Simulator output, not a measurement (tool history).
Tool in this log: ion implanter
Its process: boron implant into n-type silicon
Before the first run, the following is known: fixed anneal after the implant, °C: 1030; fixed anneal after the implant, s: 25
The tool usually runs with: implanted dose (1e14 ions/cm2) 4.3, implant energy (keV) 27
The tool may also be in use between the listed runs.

run     day  implanted dose (1e14 ions/cm2)  implant energy (keV)  read-back reference wafer on the same gauge, sheet resistance  sheet resistance of the implanted and annealed layer (ohm/square)
  1       0                             4.3                    27                                                         188.03                                                             213.34
  2   3.946                             4.3                    27                                                         188.08                                                             214.34
  3   7.404                             4.3                    27                                                         187.97                                                                216
  4  10.167                            5.28                    27                                                         188.01                                                             183.01
  5  12.754                             4.3                    27                                                          188.1                                                             217.17
  6  15.408                             4.3                    27                                                         188.07                                                             218.09
     16.092  -- Faraday cup replaced and dose calibrated
  7  18.167                             4.3                    24                                                         188.05                                                             213.77
  8  21.375                             4.3                    24                                                         188.13                                                             215.06
     23.504  -- gauge calibrated
  9  23.671                             4.3                    24                                                         188.12                                                             213.97
 10  27.054                             4.3                    27                                                         188.05                                                             213.76
 11  31.046                             4.3                    27                                                         187.96                                                             213.78
     32.554  -- extraction supply calibrated
 12  35.342                            3.58                    27                                                         188.05                                                             248.43
 13  39.654                            3.68                    23                                                         188.03                                                             247.73

What does the tool deliver on the next run?
 14  42.583                            5.39                    32                                                              ?                                                                  ?

{"run 14": {"read-back reference wafer on the same gauge, sheet resistance": 188.12, "sheet resistance of the implanted and annealed layer (ohm/square)": 175.21}}
Without the tool's hidden state the same run would have given sheet resistance of the implanted and annealed layer (ohm/square) 171.23.
